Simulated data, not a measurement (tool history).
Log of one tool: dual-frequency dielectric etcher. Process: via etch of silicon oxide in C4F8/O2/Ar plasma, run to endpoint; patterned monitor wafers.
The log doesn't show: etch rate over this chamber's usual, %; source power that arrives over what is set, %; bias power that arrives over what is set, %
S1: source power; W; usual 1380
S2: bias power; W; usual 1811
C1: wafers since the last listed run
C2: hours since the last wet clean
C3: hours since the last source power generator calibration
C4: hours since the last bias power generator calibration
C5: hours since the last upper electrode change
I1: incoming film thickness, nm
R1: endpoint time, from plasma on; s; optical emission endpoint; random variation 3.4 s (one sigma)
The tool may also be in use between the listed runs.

{"run": 1, "hour": 0.0, "S1": 1380, "S2": 1958, "C1": 0, "C2": 185.4, "C3": 3034.8, "C4": 3155.8, "C5": 4055.1, "I1": 2131.7, "R1": 515.6}
{"run": 2, "hour": 17.8, "S1": 1380, "S2": 1958, "C1": 58, "C2": 203.2, "C3": 3052.6, "C4": 3173.6, "C5": 4072.9, "I1": 2115.8, "R1": 516.9}
{"run": 3, "hour": 29.1, "S1": 1380, "S2": 1958, "C1": 36, "C2": 214.5, "C3": 3063.9, "C4": 3184.9, "C5": 4084.2, "I1": 2125.6, "R1": 521.3}
{"run": 4, "hour": 36.2, "S1": 1380, "S2": 1811, "C1": 23, "C2": 221.6, "C3": 3071.0, "C4": 3192.0, "C5": 4091.3, "I1": 2133.3, "R1": 540.3}
{"run": 5, "hour": 53.6, "S1": 1380, "S2": 1811, "C1": 56, "C2": 239.0, "C3": 3088.4, "C4": 3209.4, "C5": 4108.7, "I1": 2117.9, "R1": 531.6}
{"run": 6, "hour": 63.2, "S1": 1380, "S2": 1811, "C1": 31, "C2": 248.6, "C3": 3098.0, "C4": 3219.0, "C5": 4118.3, "I1": 2130.4, "R1": 534.7}
{"run": 7, "hour": 75.9, "S1": 1380, "S2": 1811, "C1": 41, "C2": 261.3, "C3": 3110.7, "C4": 3231.7, "C5": 4131.0, "I1": 2129.3, "R1": 533.3}
{"run": 8, "hour": 86.8, "S1": 1380, "S2": 1811, "C1": 35, "C2": 272.2, "C3": 3121.6, "C4": 3242.6, "C5": 4141.9, "I1": 2123.8, "R1": 539.8}
{"run": 9, "hour": 100.0, "S1": 1640, "S2": 1811, "C1": 43, "C2": 285.4, "C3": 3134.8, "C4": 3255.8, "C5": 4155.1, "I1": 2120.6, "R1": 511.7}
{"run": 10, "hour": 113.0, "S1": 1640, "S2": 1811, "C1": 42, "C2": 298.4, "C3": 3147.8, "C4": 3268.8, "C5": 4168.1, "I1": 2119.0, "R1": 505.0}
{"run": 11, "hour": 130.9, "S1": 1130, "S2": 2073, "C1": 58, "C2": 316.3, "C3": 3165.7, "C4": 3286.7, "C5": 4186.0, "I1": 2127.2, "R1": 545.9}
{"hour": 141.6, "done": "source power generator calibrated"}
{"run": 12, "hour": 144.2, "S1": 1130, "S2": 2073, "C1": 30, "C2": 329.6, "C3": 2.6, "C4": 3300.0, "C5": 4199.3, "I1": 2159.3, "R1": 559.8}
{"run": 13, "hour": 156.2, "S1": 1290, "S2": 1811, "C1": 39, "C2": 341.6, "C3": 14.6, "C4": 3312.0, "C5": 4211.3, "I1": 2132.8, "R1": 549.2}
{"run": 14, "hour": 172.7, "S1": 1380, "S2": 1671, "C1": 53, "C2": 358.1, "C3": 31.1, "C4": 3328.5, "C5": 4227.8, "I1": 2123.7, "R1": 551.9}
{"run": 15, "hour": 186.4, "S1": 1380, "S2": 1811, "C1": 44, "C2": 371.8, "C3": 44.8, "C4": 3342.2, "C5": 4241.5, "I1": 2122.3, "R1": 544.4}
{"run": 16, "hour": 203.0, "S1": 1380, "S2": 1811, "C1": 54, "C2": 388.4, "C3": 61.4, "C4": 3358.8, "C5": 4258.1, "I1": 2128.1, "R1": 543.7}
{"hour": 207.8, "done": "bias power generator calibrated"}
{"run": 17, "hour": 213.8, "S1": 1380, "S2": 2056, "C1": 22, "C2": 399.2, "C3": 72.2, "C4": 6.0, "C5": 4268.9, "I1": 2139.9, "R1": 523.3}
{"run": 18, "hour": 229.4, "S1": 1630, "S2": 1405, "C1": 51, "C2": 414.8, "C3": 87.8, "C4": 21.6, "C5": 4284.5, "I1": 2138.6, "R1": 558.8}
{"hour": 262.1, "done": "wet clean of the chamber"}
{"run": 19, "hour": 262.6, "S1": 1520, "S2": 2240, "C1": 30, "C2": 0.5, "C3": 121.0, "C4": 54.8, "C5": 4317.7, "I1": 2142.5, "R1": 474.9}
{"run": 20, "hour": 263.0, "S1": 1640, "S2": 2004, "C1": 1, "C2": 0.9, "C3": 121.4, "C4": 55.2, "C5": 4318.1, "I1": 2118.7, "R1": 476.3}
{"run": 21, "hour": 300.9, "S1": 1130, "S2": 2038, "C1": 123, "C2": 38.8, "C3": 159.3, "C4": 93.1, "C5": 4356.0, "I1": 2132.5, "R1": 536.9}
{"run": 22, "hour": 315.9, "S1": 1660, "S2": 2250, "C1": 49, "C2": 53.8, "C3": 174.3, "C4": 108.1, "C5": 4371.0, "I1": 2174.2, "R1": 470.6}
{"hour": 345.7, "done": "upper electrode replaced"}
{"run": 23, "hour": 346.2, "S1": 1210, "S2": 2239, "C1": 20, "C2": 84.1, "C3": 204.6, "C4": 138.4, "C5": 0.5, "I1": 2126.9, "R1": 513.2}
{"run": 24, "hour": 346.7, "S1": 1170, "S2": 1811, "C1": 1, "C2": 84.6, "C3": 205.1, "C4": 138.9, "C5": 1.0, "I1": 2116.0, "R1": 549.8}
{"run": 25, "hour": 347.1, "S1": 1380, "S2": 1811, "C1": 1, "C2": 85.0, "C3": 205.5, "C4": 139.3, "C5": 1.4, "I1": 2121.2, "R1": 522.9}
{"run": 26, "hour": 360.3, "S1": 1540, "S2": 1649, "C1": 43, "C2": 98.2, "C3": 218.7, "C4": 152.5, "C5": 14.6, "I1": 2108.7, "R1": 522.6}
{"run": 27, "hour": 378.0, "S1": 1710, "S2": 1927, "C1": 57, "C2": 115.9, "C3": 236.4, "C4": 170.2, "C5": 32.3, "I1": 2115.0, "R1": 482.7}
{"run": 28, "hour": 391.4, "S1": 1380, "S2": 1811, "C1": 43, "C2": 129.3, "C3": 249.8, "C4": 183.6, "C5": 45.7, "I1": 2126.6, "R1": 532.9}
{"run": 29, "hour": 401.5, "S1": 1670, "S2": 1811, "C1": 33, "C2": 139.4, "C3": 259.9, "C4": 193.7, "C5": 55.8, "I1": 2118.3, "R1": 496.3}
{"run": 30, "hour": 411.6, "S1": 1380, "S2": 1661, "C1": 33, "C2": 149.5, "C3": 270.0, "C4": 203.8, "C5": 65.9, "I1": 2139.5, "R1": 551.1}
{"run": 31, "hour": 418.6, "S1": 1210, "S2": 2128, "C1": 22, "C2": 156.5, "C3": 277.0, "C4": 210.8, "C5": 72.9, "I1": 2129.4, "R1": 527.3}
{"run": 32, "hour": 426.5, "S1": 1380, "S2": 1811, "C1": 25, "C2": 164.4, "C3": 284.9, "C4": 218.7, "C5": 80.8, "I1": 2123.1, "R1": 536.0}
{"run": 33, "hour": 434.2, "S1": 1610, "S2": 1465, "C1": 25, "C2": 172.1, "C3": 292.6, "C4": 226.4, "C5": 88.5, "I1": 2147.0, "R1": 546.7}

How the hidden state differs across the entries between the runs, from the last listed run before each to the first after it:
Between runs 11 and 12: source power generator calibrated (hour 141.6)
  etch rate over this chamber's usual, %: -3.88 -> -4.03
  measured less the result without the state, R1: +21.2 -> +22.5 s
Between runs 16 and 17: bias power generator calibrated (hour 207.8)
  etch rate over this chamber's usual, %: -4.72 -> -4.85
  measured less the result without the state, R1: +25.7 -> +25.4 s
Between runs 18 and 19: wet clean of the chamber (hour 262.1)
  etch rate over this chamber's usual, %: -5.03 -> -0.906
  measured less the result without the state, R1: +28.1 -> +4.3 s
Between runs 22 and 23: upper electrode replaced (hour 345.7)
  etch rate over this chamber's usual, %: -1.53 -> -1.88
  measured less the result without the state, R1: +7.2 -> +9.7 s
